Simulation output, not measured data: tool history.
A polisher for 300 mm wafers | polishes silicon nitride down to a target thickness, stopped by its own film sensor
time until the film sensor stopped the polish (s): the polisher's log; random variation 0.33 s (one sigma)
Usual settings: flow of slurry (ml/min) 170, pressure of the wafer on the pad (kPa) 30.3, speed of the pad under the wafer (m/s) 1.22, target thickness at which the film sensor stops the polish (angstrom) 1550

run    hour  flow of slurry (ml/min)  pressure of the wafer on the pad (kPa)  speed of the pad under the wafer (m/s)  target thickness at which the film sensor stops the polish (angstrom)  wafers since the last listed run  wafers polished on this pad  hours since the slurry nozzle was cleaned  hours since the head pressure was calibrated  incoming thickness of the incoming film, nm  time until the film sensor stopped the polish (s)
  1     0.0                      170                                    30.3                                    1.22                                                                   1320                                 0                           91                                      374.2                                          86.9                                        249.4                                               39.4
       63.7  -- slurry nozzle cleaned
  2    90.4                      170                                    30.3                                    1.30                                                                   1550                              1310                         1401                                       26.7                                         177.3                                        247.7                                               29.4
  3   195.6                      170                                    30.3                                    1.30                                                                   1550                              1542                         2943                                      131.9                                         282.5                                        249.4                                               30.3
  4   278.2                      170                                    30.3                                    1.22                                                                   1550                              1210                         4154                                      214.5                                         365.1                                        252.2                                               33.1
  5   332.5                      170                                    30.3                                    1.22                                                                   1550                               795                         4950                                      268.8                                         419.4                                        252.9                                               33.9
      362.5  -- head pressure recalibrated
      377.8  -- worn pad replaced by a new one
  6   403.5                      170                                    30.3                                    1.00                                                                   1550                               952                          376                                      339.8                                          41.0                                        252.0                                               36.9
  7   484.9                      170                                    30.3                                    1.00                                                                   1550                              1193                         1569                                      421.2                                         122.4                                        253.0                                               38.4
      511.4  -- slurry nozzle cleaned
  8   528.5                      170                                    30.3                                    1.00                                                                   1550                               624                         2193                                       17.1                                         166.0                                        253.1                                               38.3
  9   591.1                      170                                    30.3                                    1.22                                                                   1550                               917                         3111                                       79.7                                         228.6                                        252.3                                               32.2
 10   673.7                      170                                    30.3                                    1.22                                                                   1550                              1210                         4322                                      162.3                                         311.2                                        248.4                                               31.3
      804.7  -- worn pad replaced by a new one
      818.5  -- head pressure recalibrated
 11   850.9                      170                                    30.3                                    1.22                                                                   1550                              2509                          648                                      339.5                                          32.4                                        249.6                                               30.7
 12   938.9                      170                                    30.3                                    1.22                                                                   1550                              1289                         1938                                      427.5                                         120.4                                        247.5                                               31.5
      985.5  -- slurry nozzle cleaned
 13   998.6                      170                                    30.3                                    1.22                                                                   1550                               860                         2798                                       13.1                                         180.1                                        250.3                                               32.7
 14  1065.2                      170                                    30.3                                    1.22                                                                   1550                               976                         3774                                       79.7                                         246.7                                        254.0                                               34.1
 15  1103.9                      170                                    39.3                                    0.90                                                                   1550                               567                         4342                                      118.4                                         285.4                                        249.9                                               32.1
 16  1142.0                      170                                    30.3                                    1.22                                                                   1550                               558                         4900                                      156.5                                         323.5                                        249.5                                               32.4
     1200.6  -- head pressure recalibrated
 17  1206.6                      200                                    22.8                                    1.44                                                                   1550                               917                         5818                                      221.1                                           6.0                                        247.9                                               36.6
     1234.5  -- worn pad replaced by a new one
 18  1295.5                      170                                    30.3                                    1.22                                                                   1550                              1244                          894                                      310.0                                          94.9                                        249.6                                               30.8
 19  1351.7                      210                                    37.9                                    1.22                                                                   1770                               823                         1718                                      366.2                                         151.1                                        246.5                                               17.8
     1390.0  -- slurry nozzle cleaned
 20  1435.0                      170                                    30.3                                    1.62                                                                   1550                              1206                         2924                                       45.0                                         234.4                                        254.0                                               26.0
 21  1527.2                      170                                    30.3                                    1.22                                                                   1550                              1351                         4276                                      137.2                                         326.6                                        249.1                                               32.3
 22  1601.4                      170                                    30.3                                    1.40                                                                   1550                              1087                         5364                                      211.4                                         400.8                                        249.1                                               29.0
     1694.3  -- head pressure recalibrated
 23  1699.2                      205                                    30.3                                    1.22                                                                   1550                              1404                         6768                                      309.2                                           4.9                                        246.8                                               31.4
     1723.5  -- worn pad replaced by a new one
 24  1744.0                      200                                    39.3                                    0.94                                                                   1550                               598                          299                                      354.0                                          49.7                                        249.5                                               29.6
 25  1806.1                      110                                    30.3                                    1.22                                                                   1550                               910                         1210                                      416.1                                         111.8                                        250.3                                               33.6
 26  1876.4                      170                                    30.3                                    1.22                                                                   1550                              1030                         2240                                      486.4                                         182.1                                        249.8                                               32.1
     1884.0  -- slurry nozzle cleaned
 27  1941.0                      185                                    30.3                                    1.22                                                                   1750                               932                         3172                                       57.0                                         246.7                                        245.5                                               23.6
 28  2137.7                      135                                    30.3                                    1.22                                                                   1730                              2883                         6056                                      253.7                                         443.4                                        251.0                                               27.4
     2140.7  -- head pressure recalibrated
 29  2187.5                      205                                    35.9                                    0.86                                                                   1550                               700                         6756                                      303.5                                          46.8                                        249.9                                               36.7

Forecast each of these 3 alternatives for the next run:
  A  2187.9                      170                                    30.3                                    1.22                                                                   1550                                 5                         6762                                      303.9                                          47.2                                        249.5                                                  ?
  B  2187.9                      220                                    33.8                                    0.98                                                                   1320                                 5                         6762                                      303.9                                          47.2                                        249.5                                                  ?
  C  2187.9                      135                                    30.3                                    1.10                                                                   1550                                 5                         6762                                      303.9                                          47.2                                        249.5                                                  ?

run  time until the film sensor stopped the polish (s)
  A                                               32.7
  B                                               42.3
  C                                               36.6
Without the tool's hidden state the same runs would have given:
run  time until the film sensor stopped the polish (s)
  A                                               30.7
  B                                               39.7
  C                                               34.3

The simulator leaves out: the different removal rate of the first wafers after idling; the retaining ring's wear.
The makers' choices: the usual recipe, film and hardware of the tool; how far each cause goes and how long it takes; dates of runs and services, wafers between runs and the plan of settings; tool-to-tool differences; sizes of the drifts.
